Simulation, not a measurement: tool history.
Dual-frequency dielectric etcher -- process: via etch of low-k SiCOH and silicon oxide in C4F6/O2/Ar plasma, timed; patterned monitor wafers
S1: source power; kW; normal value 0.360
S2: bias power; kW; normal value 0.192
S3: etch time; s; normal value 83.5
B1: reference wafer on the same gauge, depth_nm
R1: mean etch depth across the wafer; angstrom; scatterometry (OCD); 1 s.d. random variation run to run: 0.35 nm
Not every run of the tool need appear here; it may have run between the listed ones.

{"run": 1, "hour": 0.0, "S1": 0.36, "S2": 0.192, "S3": 83.5, "B1": 203.1, "R1": 2301}
{"run": 2, "hour": 39.8, "S1": 0.36, "S2": 0.192, "S3": 83.5, "B1": 203.0, "R1": 2299}
{"hour": 139.2, "done": "wet clean of the chamber"}
{"run": 3, "hour": 242.7, "S1": 0.36, "S2": 0.192, "S3": 83.5, "B1": 202.8, "R1": 2286}
{"run": 4, "hour": 269.9, "S1": 0.36, "S2": 0.192, "S3": 83.5, "B1": 203.0, "R1": 2282}
{"run": 5, "hour": 334.3, "S1": 0.36, "S2": 0.192, "S3": 66.0, "B1": 203.0, "R1": 1808}
{"run": 6, "hour": 358.9, "S1": 0.36, "S2": 0.192, "S3": 83.5, "B1": 203.0, "R1": 2292}
{"run": 7, "hour": 392.4, "S1": 0.36, "S2": 0.192, "S3": 83.5, "B1": 203.0, "R1": 2290}
{"run": 8, "hour": 429.1, "S1": 0.36, "S2": 0.192, "S3": 83.5, "B1": 203.1, "R1": 2290}
{"run": 9, "hour": 496.1, "S1": 0.36, "S2": 0.192, "S3": 83.5, "B1": 203.0, "R1": 2296}
{"run": 10, "hour": 549.6, "S1": 0.36, "S2": 0.192, "S3": 68.0, "B1": 203.0, "R1": 1862}
{"run": 11, "hour": 594.4, "S1": 0.36, "S2": 0.192, "S3": 83.5, "B1": 203.0, "R1": 2292}
{"hour": 600.9, "done": "bias power generator calibrated"}
{"run": 12, "hour": 629.3, "S1": 0.36, "S2": 0.192, "S3": 83.5, "B1": 203.0, "R1": 2290}
{"hour": 650.4, "done": "source power generator calibrated"}
{"run": 13, "hour": 675.2, "S1": 0.36, "S2": 0.192, "S3": 83.5, "B1": 203.1, "R1": 2336}
{"hour": 723.1, "done": "wet clean of the chamber"}
{"run": 14, "hour": 735.0, "S1": 0.36, "S2": 0.192, "S3": 83.5, "B1": 203.0, "R1": 2319}
{"hour": 773.5, "done": "gauge calibrated"}
{"run": 15, "hour": 803.9, "S1": 0.29, "S2": 0.164, "S3": 83.5, "B1": 203.0, "R1": 2117}
{"run": 16, "hour": 831.4, "S1": 0.36, "S2": 0.192, "S3": 83.5, "B1": 203.1, "R1": 2319}
{"run": 17, "hour": 975.6, "S1": 0.36, "S2": 0.192, "S3": 83.5, "B1": 202.9, "R1": 2328}
{"run": 18, "hour": 1006.8, "S1": 0.36, "S2": 0.154, "S3": 106.5, "B1": 203.0, "R1": 2842}
{"run": 19, "hour": 1038.7, "S1": 0.36, "S2": 0.192, "S3": 59.0, "B1": 203.1, "R1": 1643}
{"run": 20, "hour": 1077.5, "S1": 0.4, "S2": 0.192, "S3": 59.0, "B1": 203.0, "R1": 1690}
{"run": 21, "hour": 1136.4, "S1": 0.36, "S2": 0.192, "S3": 98.5, "B1": 203.0, "R1": 2748}
{"run": 22, "hour": 1187.7, "S1": 0.4, "S2": 0.204, "S3": 59.0, "B1": 202.9, "R1": 1716}
{"hour": 1254.4, "done": "upper electrode replaced"}
{"hour": 1264.4, "done": "wet clean of the chamber"}
{"run": 23, "hour": 1366.3, "S1": 0.36, "S2": 0.192, "S3": 83.5, "B1": 202.9, "R1": 2316}
{"run": 24, "hour": 1404.8, "S1": 0.36, "S2": 0.192, "S3": 83.5, "B1": 203.1, "R1": 2317}
{"run": 25, "hour": 1476.4, "S1": 0.31, "S2": 0.192, "S3": 83.5, "B1": 203.1, "R1": 2223}
{"run": 26, "hour": 1525.6, "S1": 0.36, "S2": 0.218, "S3": 83.5, "B1": 203.0, "R1": 2391}
{"run": 27, "hour": 1579.3, "S1": 0.29, "S2": 0.192, "S3": 83.5, "B1": 203.0, "R1": 2198}
{"run": 28, "hour": 1640.8, "S1": 0.36, "S2": 0.192, "S3": 83.5, "B1": 203.0, "R1": 2316}

For some of the steps in R1 from one run to the next: how much would appear even if the tool had no hidden state, given the settings, what came in and random variation, and how much remains for the hidden state plus any gauge scatter that the measured result and the result without hidden state don't share?
Hidden state at play: etch rate over this chamber's usual, %; source power that arrives over what is set, %; bias power that arrives over what is set, %; gauge reads high (%).
Run 12 -> 13: source power generator calibrated. R1 +46 angstrom: hidden state +37, all else +9.
Run 13 -> 14: wet clean of the chamber. R1 -17 angstrom: hidden state -15, all else -2.
Run 18 -> 19: S2 0.154 -> 0.192, S3 106.5 -> 59.0. R1 -1199 angstrom: hidden state -6, all else -1193.
Run 20 -> 21: S1 0.400 -> 0.360, S3 59.0 -> 98.5. R1 +1058 angstrom: hidden state +9, all else +1049.

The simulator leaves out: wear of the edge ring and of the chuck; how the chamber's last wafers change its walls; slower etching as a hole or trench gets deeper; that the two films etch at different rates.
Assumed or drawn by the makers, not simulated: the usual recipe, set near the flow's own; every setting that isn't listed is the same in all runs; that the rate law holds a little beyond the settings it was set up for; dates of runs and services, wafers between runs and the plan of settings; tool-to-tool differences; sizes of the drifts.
